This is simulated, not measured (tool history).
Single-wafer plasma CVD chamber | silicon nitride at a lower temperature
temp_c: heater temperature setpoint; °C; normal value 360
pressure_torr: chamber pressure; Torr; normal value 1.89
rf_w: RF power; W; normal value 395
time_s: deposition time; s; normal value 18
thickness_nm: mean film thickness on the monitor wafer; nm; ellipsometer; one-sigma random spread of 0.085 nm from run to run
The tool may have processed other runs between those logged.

| run | hour | temp_c | pressure_torr | rf_w | time_s | wafers since the last listed run | hours since the last thermocouple change | hours since the last RF generator calibration | hours since the last manometer calibration | hours since the showerhead was replaced | hours since the gauge calibration | read-back reference wafer on the same gauge, thickness_nm | thickness_nm |
|---|---|---|---|---|---|---|---|---|---|---|---|---|---|
| 1 | 0 | 360 | 1.89 | 395 | 20.4 | 0 | 1610.2 | 1699.3 | 844.7 | 5727.1 | 359.8 | 25.294 | 31.566 |
| 2 | 24.9 | 360 | 1.89 | 395 | 20.4 | 402 | 1635.1 | 1724.2 | 869.6 | 5752 | 384.7 | 25.29 | 31.52 |
| 3 | 40.4 | 360 | 1.89 | 395 | 20.4 | 250 | 1650.6 | 1739.7 | 885.1 | 5767.5 | 400.2 | 25.276 | 31.33 |
| 4 | 68.4 | 360 | 1.65 | 395 | 15.3 | 452 | 1678.6 | 1767.7 | 913.1 | 5795.5 | 428.2 | 25.266 | 22.709 |
| 5 | 86.9 | 360 | 1.89 | 395 | 18 | 298 | 1697.1 | 1786.2 | 931.6 | 5814 | 446.7 | 25.252 | 27.747 |
| 6 | 103.8 | 360 | 1.89 | 395 | 18 | 273 | 1714 | 1803.1 | 948.5 | 5830.9 | 463.6 | 25.242 | 27.795 |
| 7 | 129.7 | 360 | 1.89 | 395 | 19.9 | 418 | 1739.9 | 1829 | 974.4 | 5856.8 | 489.5 | 25.22 | 30.503 |
| 8 | 144.1 | 360 | 1.89 | 395 | 19.6 | 232 | 1754.3 | 1843.4 | 988.8 | 5871.2 | 503.9 | 25.208 | 30.063 |
|  | 154.4 | thermocouple changed; heater temperature recalibrated |
| 9 | 163.4 | 360 | 2.16 | 340 | 18 | 182 | 9 | 1862.7 | 1008.1 | 5890.5 | 523.2 | 25.186 | 26.947 |
|  | 174.3 | RF generator calibrated |
| 10 | 192.9 | 360 | 1.89 | 395 | 19.7 | 347 | 38.5 | 18.6 | 1037.6 | 5920 | 552.7 | 25.153 | 30.218 |
| 11 | 222 | 348 | 1.89 | 335 | 21.1 | 470 | 67.6 | 47.7 | 1066.7 | 5949.1 | 581.8 | 25.117 | 30.355 |
|  | 223.7 | gauge calibrated |
|  | 235.3 | showerhead replaced |
|  | 289.8 | capacitance manometer re-zeroed and calibrated |
| 12 | 320.3 | 351 | 1.89 | 395 | 21 | 1329 | 165.9 | 146 | 30.5 | 85 | 96.6 | 25.47 | 32.741 |
| 13 | 352.1 | 348 | 1.89 | 335 | 21.1 | 513 | 197.7 | 177.8 | 62.3 | 116.8 | 128.4 | 25.432 | 30.891 |
| 14 | 364.9 | 360 | 1.89 | 395 | 18 | 206 | 210.5 | 190.6 | 75.1 | 129.6 | 141.2 | 25.418 | 28.039 |
| 15 | 395.3 | 360 | 1.89 | 395 | 18 | 491 | 240.9 | 221 | 105.5 | 160 | 171.6 | 25.396 | 27.909 |
| 16 | 413.5 | 356 | 2.16 | 440 | 16.8 | 294 | 259.1 | 239.2 | 123.7 | 178.2 | 189.8 | 25.367 | 28.256 |
| 17 | 432 | 360 | 1.89 | 420 | 18 | 298 | 277.6 | 257.7 | 142.2 | 196.7 | 208.3 | 25.36 | 28.528 |
| 18 | 456.9 | 351 | 2.02 | 455 | 15.3 | 402 | 302.5 | 282.6 | 167.1 | 221.6 | 233.2 | 25.33 | 25.662 |
| 19 | 480.8 | 360 | 2.19 | 395 | 14.9 | 386 | 326.4 | 306.5 | 191 | 245.5 | 257.1 | 25.323 | 23.969 |

Consider 4 possible next runs. They are alternatives, not a sequence: every one starts from the tool as it was left by run 19. What does each give?
| A | 481.2 | 360 | 1.89 | 395 | 18 | 6 | 326.8 | 306.9 | 191.4 | 245.9 | 257.5 | ? | ? |
| B | 481.2 | 360 | 1.45 | 435 | 18 | 6 | 326.8 | 306.9 | 191.4 | 245.9 | 257.5 | ? | ? |
| C | 481.2 | 360 | 2.32 | 395 | 21.1 | 6 | 326.8 | 306.9 | 191.4 | 245.9 | 257.5 | ? | ? |
| D | 481.2 | 368 | 2.23 | 420 | 16.5 | 6 | 326.8 | 306.9 | 191.4 | 245.9 | 257.5 | ? | ? |

| run | read-back reference wafer on the same gauge, thickness_nm | thickness_nm |
|---|---|---|
| A | 25.325 | 27.916 |
| B | 25.325 | 26.84 |
| C | 25.325 | 34.568 |
| D | 25.325 | 27.338 |
Had the tool no hidden state, the same runs would have come out as:
| run | thickness_nm |
|---|---|
| A | 28.226 |
| B | 27.138 |
| C | 34.952 |
| D | 27.641 |
